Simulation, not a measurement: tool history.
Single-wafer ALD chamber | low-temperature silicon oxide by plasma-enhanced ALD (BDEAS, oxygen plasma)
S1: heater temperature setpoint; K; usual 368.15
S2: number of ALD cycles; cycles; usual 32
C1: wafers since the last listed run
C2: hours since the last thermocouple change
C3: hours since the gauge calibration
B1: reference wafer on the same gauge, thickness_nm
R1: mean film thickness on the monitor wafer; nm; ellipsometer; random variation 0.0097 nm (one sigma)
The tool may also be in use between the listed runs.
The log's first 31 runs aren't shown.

run,hour,S1,S2,C1,C2,C3,B1,R1
32,2655.9,368.15,35,349,660.1,673.1,4.122,5.037
33,2741.1,368.15,32,628,745.3,758.3,4.127,4.597
34,2790.9,359.15,27,367,795.1,808.1,4.128,4.018
35,2849.0,378.15,32,428,853.2,866.2,4.130,4.495
36,2956.4,361.15,29,792,960.6,973.6,4.132,4.279
37,3016.6,379.15,32,444,1020.8,1033.8,4.134,4.499
38,3100.0,378.15,30,615,1104.2,1117.2,4.136,4.223
39,3201.5,368.15,32,748,1205.7,1218.7,4.140,4.640
40,3245.3,375.15,27,323,1249.5,1262.5,4.139,3.823

Forecast each of these 4 alternatives for the next run:
A,3245.8,375.15,32,3,1250.0,1263.0,?,?
B,3245.8,373.15,36,3,1250.0,1263.0,?,?
C,3245.8,368.15,29,3,1250.0,1263.0,?,?
D,3245.8,360.15,35,3,1250.0,1263.0,?,?

run,B1,R1
A,4.139,4.508
B,4.139,5.092
C,4.139,4.171
D,4.139,5.167
Without the tool's hidden state the same runs would have given:
run,R1
A,4.466
B,5.044
C,4.131
D,5.118

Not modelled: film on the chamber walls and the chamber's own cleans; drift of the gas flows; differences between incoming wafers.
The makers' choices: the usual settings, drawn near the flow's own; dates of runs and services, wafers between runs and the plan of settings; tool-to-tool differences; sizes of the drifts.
